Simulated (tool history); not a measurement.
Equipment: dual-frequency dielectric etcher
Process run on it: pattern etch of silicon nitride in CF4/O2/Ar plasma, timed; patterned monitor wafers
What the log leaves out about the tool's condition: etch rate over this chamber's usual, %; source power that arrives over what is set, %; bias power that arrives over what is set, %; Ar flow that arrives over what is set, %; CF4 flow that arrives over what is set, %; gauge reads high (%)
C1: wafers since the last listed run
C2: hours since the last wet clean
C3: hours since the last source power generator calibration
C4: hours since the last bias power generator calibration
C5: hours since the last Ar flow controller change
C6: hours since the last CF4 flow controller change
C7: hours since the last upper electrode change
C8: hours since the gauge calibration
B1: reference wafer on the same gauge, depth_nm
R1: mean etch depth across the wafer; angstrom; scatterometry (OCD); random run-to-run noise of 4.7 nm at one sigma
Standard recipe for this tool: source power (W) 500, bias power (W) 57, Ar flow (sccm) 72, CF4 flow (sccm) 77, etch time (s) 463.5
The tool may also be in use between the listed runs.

Run 1, day 0.000: usual settings; C1 0; C2 345.2; C3 3533.0; C4 3751.8; C5 3443.5; C6 1021.8; C7 4657.4; C8 401.6; B1 1092.5. Result: R1 9327 angstrom.
Run 2, day 2.925: usual settings; C1 283; C2 415.4; C3 3603.2; C4 3822.0; C5 3513.7; C6 1092.0; C7 4727.6; C8 471.8; B1 1093.9. Result: R1 9334 angstrom.
Run 3, day 4.071: usual settings; C1 110; C2 442.9; C3 3630.7; C4 3849.5; C5 3541.2; C6 1119.5; C7 4755.1; C8 499.3; B1 1091.6. Result: R1 9286 angstrom.
Run 4, day 6.154: usual settings; C1 201; C2 492.9; C3 3680.7; C4 3899.5; C5 3591.2; C6 1169.5; C7 4805.1; C8 549.3; B1 1092.0. Result: R1 9481 angstrom.
At day 7.558: wet clean of the chamber.
Run 5, day 8.754: usual settings; C1 154; C2 28.7; C3 3743.1; C4 3961.9; C5 3653.6; C6 1231.9; C7 4867.5; C8 611.7; B1 1092.9. Result: R1 9212 angstrom.
Run 6, day 10.725: usual settings; C1 190; C2 76.0; C3 3790.4; C4 4009.2; C5 3700.9; C6 1279.2; C7 4914.8; C8 659.0; B1 1091.5. Result: R1 9183 angstrom.
Run 7, day 12.650: usual settings; C1 186; C2 122.2; C3 3836.6; C4 4055.4; C5 3747.1; C6 1325.4; C7 4961.0; C8 705.2; B1 1091.2. Result: R1 9117 angstrom.
Run 8, day 13.671: usual settings but source power (W) 600, Ar flow (sccm) 66, CF4 flow (sccm) 61, etch time (s) 584.0; C1 98; C2 146.7; C3 3861.1; C4 4079.9; C5 3771.6; C6 1349.9; C7 4985.5; C8 729.7; B1 1092.0. Result: R1 13190 angstrom.
Run 9, day 15.004: usual settings but Ar flow (sccm) 67, etch time (s) 517.0; C1 129; C2 178.7; C3 3893.1; C4 4111.9; C5 3803.6; C6 1381.9; C7 5017.5; C8 761.7; B1 1093.4. Result: R1 10349 angstrom.
At day 15.938: Ar flow controller replaced.
At day 17.296: gauge calibrated.
Run 10, day 23.621: usual settings but bias power (W) 65; C1 809; C2 385.5; C3 4099.9; C4 4318.7; C5 184.4; C6 1588.7; C7 5224.3; C8 151.8; B1 1091.6. Result: R1 9748 angstrom.
At day 24.412: source power generator calibrated.
At day 24.896: bias power generator calibrated.
At day 25.550: upper electrode replaced.
Run 11, day 25.571: usual settings but source power (W) 540, CF4 flow (sccm) 83; C1 93; C2 432.3; C3 27.8; C4 16.2; C5 231.2; C6 1635.5; C7 0.5; C8 198.6; B1 1092.9. Result: R1 9966 angstrom.
At day 27.867: wet clean of the chamber.
At day 28.125: CF4 flow controller replaced.
Run 12, day 28.146: usual settings but source power (W) 400; C1 128; C2 6.7; C3 89.6; C4 78.0; C5 293.0; C6 0.5; C7 62.3; C8 260.4; B1 1091.8. Result: R1 7814 angstrom.
Run 13, day 29.479: usual settings but bias power (W) 68; C1 129; C2 38.7; C3 121.6; C4 110.0; C5 325.0; C6 32.5; C7 94.3; C8 292.4; B1 1091.5. Result: R1 9829 angstrom.
Run 14, day 37.492: usual settings; C1 775; C2 231.0; C3 313.9; C4 302.3; C5 517.3; C6 224.8; C7 286.6; C8 484.7; B1 1091.8. Result: R1 9323 angstrom.
Run 15, day 40.217: usual settings but Ar flow (sccm) 86, CF4 flow (sccm) 87, etch time (s) 602.5; C1 263; C2 296.4; C3 379.3; C4 367.7; C5 582.7; C6 290.2; C7 352.0; C8 550.1; B1 1090.5. Result: R1 12124 angstrom.

Describe how what the log doesn't record of the tool's condition differs between the last listed run preceding each entry between runs and the first listed run following it.
In the gap between runs 4 and 5: wet clean of the chamber (day 7.558)
  etch rate over this chamber's usual, %: 2.51 -> -0.35
  what was measured, less what the result would be without the hidden state, R1: +233 -> -33 angstrom
In the gap between runs 9 and 10: Ar flow controller replaced (day 15.938); gauge calibrated (day 17.296)
  etch rate over this chamber's usual, %: 0.541 -> 1.77
  what was measured, less what the result would be without the hidden state, R1: +56 -> +170 angstrom
In the gap between runs 10 and 11: source power generator calibrated (day 24.412); bias power generator calibrated (day 24.896); upper electrode replaced (day 25.550)
  etch rate over this chamber's usual, %: 1.77 -> 2.05
  what was measured, less what the result would be without the hidden state, R1: +170 -> +200 angstrom
In the gap between runs 11 and 12: wet clean of the chamber (day 27.867); CF4 flow controller replaced (day 28.125)
  etch rate over this chamber's usual, %: 2.05 -> 0.107
  what was measured, less what the result would be without the hidden state, R1: +200 -> +9 angstrom
